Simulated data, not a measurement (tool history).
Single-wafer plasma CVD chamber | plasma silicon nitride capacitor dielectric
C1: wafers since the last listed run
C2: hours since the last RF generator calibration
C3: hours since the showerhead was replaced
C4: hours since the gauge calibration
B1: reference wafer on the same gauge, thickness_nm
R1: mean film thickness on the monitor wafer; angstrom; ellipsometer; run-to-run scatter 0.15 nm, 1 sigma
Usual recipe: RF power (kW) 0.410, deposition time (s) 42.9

run 1 hour=0.0 | RF_power_(kW)=0.370 deposition_time_(s)=42.9 | C1=0 C2=45.9 C3=1756.6 C4=960.9 | B1=43.099 | R1=526.12
run 2 hour=80.5 | RF_power_(kW)=0.370 deposition_time_(s)=42.9 | C1=920 C2=126.4 C3=1837.1 C4=1041.4 | B1=43.107 | R1=526.29
run 3 hour=148.4 | RF_power_(kW)=0.370 deposition_time_(s)=42.9 | C1=776 C2=194.3 C3=1905.0 C4=1109.3 | B1=43.149 | R1=525.14
run 4 hour=230.4 | RF_power_(kW)=0.410 deposition_time_(s)=42.9 | C1=937 C2=276.3 C3=1987.0 C4=1191.3 | B1=43.084 | R1=535.51
run 5 hour=275.7 | RF_power_(kW)=0.410 deposition_time_(s)=42.9 | C1=518 C2=321.6 C3=2032.3 C4=1236.6 | B1=43.126 | R1=536.11
run 6 hour=334.9 | RF_power_(kW)=0.410 deposition_time_(s)=42.9 | C1=677 C2=380.8 C3=2091.5 C4=1295.8 | B1=43.082 | R1=531.98
run 7 hour=402.3 | RF_power_(kW)=0.410 deposition_time_(s)=42.9 | C1=770 C2=448.2 C3=2158.9 C4=1363.2 | B1=43.092 | R1=534.19
run 8 hour=705.9 | RF_power_(kW)=0.410 deposition_time_(s)=42.9 | C1=3472 C2=751.8 C3=2462.5 C4=1666.8 | B1=43.070 | R1=530.21
run 9 hour=748.3 | RF_power_(kW)=0.410 deposition_time_(s)=42.9 | C1=484 C2=794.2 C3=2504.9 C4=1709.2 | B1=43.074 | R1=529.37
run 10 hour=835.1 | RF_power_(kW)=0.410 deposition_time_(s)=42.9 | C1=992 C2=881.0 C3=2591.7 C4=1796.0 | B1=43.125 | R1=525.54
run 11 hour=928.6 | RF_power_(kW)=0.410 deposition_time_(s)=36.5 | C1=1069 C2=974.5 C3=2685.2 C4=1889.5 | B1=43.103 | R1=448.01
-- hour=946.3 RF generator calibrated
run 12 hour=995.2 | RF_power_(kW)=0.410 deposition_time_(s)=36.5 | C1=670 C2=48.9 C3=2751.8 C4=1956.1 | B1=43.110 | R1=457.73
run 13 hour=1042.8 | RF_power_(kW)=0.410 deposition_time_(s)=42.9 | C1=544 C2=96.5 C3=2799.4 C4=2003.7 | B1=43.109 | R1=537.56
run 14 hour=1081.0 | RF_power_(kW)=0.465 deposition_time_(s)=36.2 | C1=436 C2=134.7 C3=2837.6 C4=2041.9 | B1=43.085 | R1=464.69
run 15 hour=1178.4 | RF_power_(kW)=0.465 deposition_time_(s)=36.2 | C1=1114 C2=232.1 C3=2935.0 C4=2139.3 | B1=43.084 | R1=465.49
-- hour=1223.1 gauge calibrated
run 16 hour=1265.6 | RF_power_(kW)=0.465 deposition_time_(s)=36.2 | C1=997 C2=319.3 C3=3022.2 C4=42.5 | B1=43.029 | R1=464.82
run 17 hour=1356.0 | RF_power_(kW)=0.410 deposition_time_(s)=42.9 | C1=1034 C2=409.7 C3=3112.6 C4=132.9 | B1=43.100 | R1=535.47
run 18 hour=1412.0 | RF_power_(kW)=0.410 deposition_time_(s)=42.9 | C1=640 C2=465.7 C3=3168.6 C4=188.9 | B1=43.128 | R1=534.81
run 19 hour=1467.3 | RF_power_(kW)=0.410 deposition_time_(s)=42.9 | C1=632 C2=521.0 C3=3223.9 C4=244.2 | B1=43.086 | R1=534.27
-- hour=1549.2 showerhead replaced
run 20 hour=1561.1 | RF_power_(kW)=0.370 deposition_time_(s)=51.3 | C1=981 C2=614.8 C3=11.9 C4=338.0 | B1=43.118 | R1=626.19
run 21 hour=1645.6 | RF_power_(kW)=0.380 deposition_time_(s)=45.3 | C1=966 C2=699.3 C3=96.4 C4=422.5 | B1=43.071 | R1=552.15
run 22 hour=1718.7 | RF_power_(kW)=0.410 deposition_time_(s)=42.9 | C1=836 C2=772.4 C3=169.5 C4=495.6 | B1=43.035 | R1=528.98
run 23 hour=1770.0 | RF_power_(kW)=0.485 deposition_time_(s)=42.9 | C1=586 C2=823.7 C3=220.8 C4=546.9 | B1=43.047 | R1=551.00
-- hour=1800.0 RF generator calibrated
run 24 hour=1806.0 | RF_power_(kW)=0.410 deposition_time_(s)=34.7 | C1=320 C2=6.0 C3=256.8 C4=582.9 | B1=43.123 | R1=433.32
run 25 hour=1867.9 | RF_power_(kW)=0.410 deposition_time_(s)=38.9 | C1=708 C2=67.9 C3=318.7 C4=644.8 | B1=43.075 | R1=486.60
run 26 hour=1928.7 | RF_power_(kW)=0.355 deposition_time_(s)=47.6 | C1=695 C2=128.7 C3=379.5 C4=705.6 | B1=43.070 | R1=577.68
run 27 hour=2016.6 | RF_power_(kW)=0.410 deposition_time_(s)=42.9 | C1=1005 C2=216.6 C3=467.4 C4=793.5 | B1=43.143 | R1=538.78
run 28 hour=2117.4 | RF_power_(kW)=0.380 deposition_time_(s)=36.0 | C1=1153 C2=317.4 C3=568.2 C4=894.3 | B1=43.124 | R1=442.07
run 29 hour=2174.4 | RF_power_(kW)=0.380 deposition_time_(s)=42.9 | C1=652 C2=374.4 C3=625.2 C4=951.3 | B1=43.102 | R1=527.76
run 30 hour=2264.3 | RF_power_(kW)=0.380 deposition_time_(s)=51.0 | C1=1028 C2=464.3 C3=715.1 C4=1041.2 | B1=43.086 | R1=626.68
run 31 hour=2332.1 | RF_power_(kW)=0.345 deposition_time_(s)=47.0 | C1=775 C2=532.1 C3=782.9 C4=1109.0 | B1=43.121 | R1=566.99
run 32 hour=2394.7 | RF_power_(kW)=0.465 deposition_time_(s)=36.2 | C1=716 C2=594.7 C3=845.5 C4=1171.6 | B1=43.107 | R1=463.46
run 33 hour=2439.6 | RF_power_(kW)=0.455 deposition_time_(s)=39.7 | C1=513 C2=639.6 C3=890.4 C4=1216.5 | B1=43.063 | R1=503.08
run 34 hour=2489.5 | RF_power_(kW)=0.465 deposition_time_(s)=36.2 | C1=570 C2=689.5 C3=940.3 C4=1266.4 | B1=43.113 | R1=461.54
run 35 hour=2576.7 | RF_power_(kW)=0.360 deposition_time_(s)=45.4 | C1=997 C2=776.7 C3=1027.5 C4=1353.6 | B1=43.087 | R1=546.71
run 36 hour=2666.2 | RF_power_(kW)=0.410 deposition_time_(s)=47.4 | C1=1023 C2=866.2 C3=1117.0 C4=1443.1 | B1=43.060 | R1=584.06

How the hidden state differs across the entries between the runs, from the last listed run before each to the first after it:
Between runs 11 and 12: RF generator calibrated (hour 946.3)
  delivered RF power above the setpoint (%): -9.28 -> -0.17
  measured value less the no-hidden-state value, R1: -9.08 -> -0.17 angstrom
Between runs 15 and 16: gauge calibrated (hour 1223.1)
  delivered RF power above the setpoint (%): -0.613 -> -1.03
  measured value less the no-hidden-state value, R1: -0.59 -> -1.01 angstrom
Between runs 19 and 20: showerhead replaced (hour 1549.2)
  delivered RF power above the setpoint (%): -2.49 -> -3.41
  measured value less the no-hidden-state value, R1: -2.82 -> -4.53 angstrom
Between runs 23 and 24: RF generator calibrated (hour 1800.0)
  delivered RF power above the setpoint (%): -6 -> -0.453
  measured value less the no-hidden-state value, R1: -7.11 -> -0.41 angstrom
